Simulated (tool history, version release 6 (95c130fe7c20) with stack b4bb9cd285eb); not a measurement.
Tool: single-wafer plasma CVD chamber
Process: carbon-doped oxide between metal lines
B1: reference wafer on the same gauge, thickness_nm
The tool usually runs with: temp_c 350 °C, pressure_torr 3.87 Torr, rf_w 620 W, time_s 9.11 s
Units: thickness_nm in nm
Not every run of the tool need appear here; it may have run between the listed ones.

Run 1, hour 0: usual settings but rf_w 650 W; B1 43.686. Result: thickness_nm 50.916 nm.
Run 2, hour 60.4: usual settings but rf_w 650 W; B1 43.72. Result: thickness_nm 50.856 nm.
At hour 72.2: gauge calibrated.
Run 3, hour 125.5: usual settings but rf_w 650 W; B1 43.702. Result: thickness_nm 50.813 nm.
Run 4, hour 184: usual settings; B1 43.704. Result: thickness_nm 49.035 nm.
Run 5, hour 241.2: usual settings; B1 43.691. Result: thickness_nm 49.17 nm.
Run 6, hour 282.9: usual settings; B1 43.682. Result: thickness_nm 49.16 nm.
Run 7, hour 337.8: usual settings; B1 43.707. Result: thickness_nm 48.954 nm.
Run 8, hour 394: usual settings but time_s 7.84 s; B1 43.701. Result: thickness_nm 42.085 nm.
Run 9, hour 458.7: usual settings but time_s 7.84 s; B1 43.708. Result: thickness_nm 42.067 nm.
Run 10, hour 503.4: usual settings but time_s 8.62 s; B1 43.716. Result: thickness_nm 46.461 nm.
Run 11, hour 707.6: usual settings but time_s 8.62 s; B1 43.703. Result: thickness_nm 46.285 nm.
Run 12, hour 738.2: usual settings but temp_c 360 °C; B1 43.684. Result: thickness_nm 47.65 nm.
At hour 753.1: showerhead replaced.
Run 13, hour 779: usual settings but temp_c 360 °C; B1 43.684. Result: thickness_nm 47.624 nm.
At hour 824.4: thermocouple changed; heater temperature recalibrated.
Run 14, hour 842.6: usual settings but temp_c 355 °C, pressure_torr 4.53 Torr; B1 43.683. Result: thickness_nm 48.702 nm.
At hour 904.8: gauge calibrated.
At hour 918.2: capacitance manometer re-zeroed and calibrated.
Run 15, hour 918.7: usual settings; B1 43.705. Result: thickness_nm 48.368 nm.
Run 16, hour 942.3: usual settings but rf_w 510 W; B1 43.702. Result: thickness_nm 41.654 nm.
At hour 990.7: RF generator calibrated.
Run 17, hour 1005.5: usual settings but temp_c 356 °C; B1 43.685. Result: thickness_nm 48.817 nm.
Run 18, hour 1069.9: usual settings but time_s 7.39 s; B1 43.702. Result: thickness_nm 40.247 nm.
Run 19, hour 1127.4: usual settings; B1 43.694. Result: thickness_nm 49.491 nm.
Run 20, hour 1156.1: usual settings; B1 43.697. Result: thickness_nm 49.273 nm.
Run 21, hour 1180.9: usual settings but rf_w 535 W, time_s 8.36 s; B1 43.7. Result: thickness_nm 40.585 nm.
Run 22, hour 1245.2: usual settings; B1 43.707. Result: thickness_nm 49.435 nm.
Run 23, hour 1418.8: usual settings but temp_c 357 °C, rf_w 715 W; B1 43.683. Result: thickness_nm 53.514 nm.
Run 24, hour 1459.3: usual settings but temp_c 357 °C, pressure_torr 4.62 Torr, rf_w 650 W; B1 43.695. Result: thickness_nm 50.772 nm.
Run 25, hour 1501.2: usual settings but temp_c 339 °C, pressure_torr 3.37 Torr; B1 43.715. Result: thickness_nm 50.128 nm.
Run 26, hour 1534.7: usual settings but temp_c 364 °C, pressure_torr 4.58 Torr; B1 43.713. Result: thickness_nm 48.258 nm.
Run 27, hour 1579.9: usual settings but temp_c 360 °C; B1 43.685. Result: thickness_nm 47.863 nm.

For some of the steps in thickness_nm from one run to the next: how much would appear even if the tool had no hidden state, given the settings, what came in and random variation, and how much remains for the hidden state plus any gauge scatter that the measured result and the result without hidden state don't share?
Unlogged tool condition in this case: wafer temperature above the value expected at the setpoint (K); delivered RF power above the setpoint (%); true pressure above the setpoint (%); gauge reads high (%).
Run 13 -> 14: temp_c 360 -> 355, pressure_torr 3.87 -> 4.53, thermocouple changed; heater temperature recalibrated. thickness_nm +1.078 nm: hidden state -0.48, all else +1.558.
Run 16 -> 17: temp_c 350 -> 356, rf_w 510 -> 620, RF generator calibrated. thickness_nm +7.163 nm: hidden state +1.123, all else +6.04.
Run 18 -> 19: time_s 7.39 -> 9.11. thickness_nm +9.244 nm: hidden state -0.056, all else +9.3.
Run 21 -> 22: rf_w 535 -> 620, time_s 8.36 -> 9.11. thickness_nm +8.85 nm: hidden state -0.07, all else +8.92.
